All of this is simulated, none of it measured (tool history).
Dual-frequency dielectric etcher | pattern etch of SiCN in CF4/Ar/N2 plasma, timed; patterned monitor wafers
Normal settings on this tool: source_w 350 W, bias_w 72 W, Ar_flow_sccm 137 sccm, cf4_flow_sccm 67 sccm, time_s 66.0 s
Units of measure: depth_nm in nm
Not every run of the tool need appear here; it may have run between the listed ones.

run	hour	source_w	bias_w	Ar_flow_sccm	cf4_flow_sccm	time_s	read-back reference wafer on the same gauge, depth_nm	depth_nm
1	0.0	380	72	137	67	66.0	44.12	44.25
2	74.7	350	72	126	67	66.0	44.11	40.50
# hour 105.2: CF4 flow controller replaced
3	133.8	350	72	137	67	66.0	44.10	40.30
4	183.9	350	72	137	67	66.0	44.19	40.81
5	256.1	350	72	161	63	66.0	44.16	39.95
6	368.1	410	72	151	67	72.5	44.11	52.14
7	448.6	350	72	137	67	66.0	44.09	41.50
# hour 561.7: upper electrode replaced
# hour 695.8: wet clean of the chamber
8	705.1	400	72	107	77	50.0	44.10	36.63
9	768.9	350	72	137	67	66.0	44.07	40.55
10	876.6	350	90	153	67	85.0	44.19	55.08
11	927.5	350	72	137	67	66.0	44.12	40.19
12	1079.9	350	72	137	67	71.0	44.02	44.24
# hour 1111.3: source power generator calibrated
13	1138.6	350	58	137	77	66.0	44.15	38.81
14	1217.7	440	72	137	67	66.0	44.05	51.99
15	1323.7	350	80	126	75	66.0	44.11	44.46
16	1382.4	410	72	137	67	66.0	44.11	48.63
17	1448.6	350	72	137	74	66.0	44.03	42.15
# hour 1509.3: wet clean of the chamber
18	1530.6	320	62	137	67	66.0	44.07	34.87
19	1742.9	320	88	137	67	66.0	44.11	39.43
20	1843.5	350	72	137	67	66.0	44.11	40.48
21	1908.0	350	72	137	67	66.0	44.08	40.72
22	1964.3	350	72	137	67	66.0	44.13	40.81

For each run, the measured value with the value that run would have given without the tool's hidden condition subtracted. The run-to-run variation is shared by both, the gauge scatter possibly not:
The hidden state here: etch rate over this chamber's usual, %; source power that arrives over what is set, %; bias power that arrives over what is set, %; Ar flow that arrives over what is set, %; CF4 flow that arrives over what is set, %; gauge reads high (%).
run	depth_nm
1	+0.14
2	+0.29
3	+0.42
4	+0.53
5	+0.68
6	+1.19
7	+1.12
8	-0.02
9	+0.12
10	+0.48
11	+0.46
12	+0.87
13	+0.88
14	+1.40
15	+1.44
16	+1.71
17	+1.63
18	-0.15
19	+0.28
20	+0.51
21	+0.65
22	+0.77

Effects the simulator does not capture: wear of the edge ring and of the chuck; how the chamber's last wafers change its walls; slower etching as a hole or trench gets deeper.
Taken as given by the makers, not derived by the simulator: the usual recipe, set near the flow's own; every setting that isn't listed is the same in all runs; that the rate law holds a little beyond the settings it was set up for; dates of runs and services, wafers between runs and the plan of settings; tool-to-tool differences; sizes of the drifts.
